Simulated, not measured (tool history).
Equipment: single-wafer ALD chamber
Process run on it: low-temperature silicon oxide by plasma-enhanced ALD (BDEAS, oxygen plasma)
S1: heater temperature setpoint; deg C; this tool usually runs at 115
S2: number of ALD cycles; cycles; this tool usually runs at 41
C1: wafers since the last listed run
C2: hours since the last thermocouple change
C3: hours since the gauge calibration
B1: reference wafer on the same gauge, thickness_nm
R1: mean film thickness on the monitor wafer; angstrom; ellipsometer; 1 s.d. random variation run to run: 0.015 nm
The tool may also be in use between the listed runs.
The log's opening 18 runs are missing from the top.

run	hour	S1	S2	C1	C2	C3	B1	R1
# hour 527.6: gauge calibrated
19	543.4	129	33	160	2713.6	15.8	5.357	47.69
20	558.6	124	41	95	2728.8	31.0	5.355	60.12
21	586.6	128	41	176	2756.8	59.0	5.349	59.54
22	600.3	121	41	86	2770.5	72.7	5.349	60.23
# hour 612.0: thermocouple changed; heater temperature recalibrated
23	614.1	103	43	36	2.1	86.5	5.347	65.89
24	627.7	115	47	85	15.7	100.1	5.345	69.59
25	657.0	115	41	184	45.0	129.4	5.342	60.79
26	683.6	115	34	167	71.6	156.0	5.341	50.65
27	713.5	101	41	188	101.5	185.9	5.336	62.65
28	728.4	103	46	93	116.4	200.8	5.332	70.39
29	750.2	120	48	137	138.2	222.6	5.333	70.41
30	780.6	109	39	191	168.6	253.0	5.327	58.60
31	797.4	115	41	105	185.4	269.8	5.327	60.84

Forecast each of these 4 alternatives for the next run:
A	797.9	115	41	3	185.9	270.3	?	?
B	797.9	111	33	3	185.9	270.3	?	?
C	797.9	102	47	3	185.9	270.3	?	?
D	797.9	129	48	3	185.9	270.3	?	?

run	B1	R1
A	5.326	60.79
B	5.326	49.34
C	5.326	71.60
D	5.326	69.06
Had the tool no hidden state, the same runs would have come out as:
run	R1
A	60.94
B	49.47
C	71.78
D	69.24

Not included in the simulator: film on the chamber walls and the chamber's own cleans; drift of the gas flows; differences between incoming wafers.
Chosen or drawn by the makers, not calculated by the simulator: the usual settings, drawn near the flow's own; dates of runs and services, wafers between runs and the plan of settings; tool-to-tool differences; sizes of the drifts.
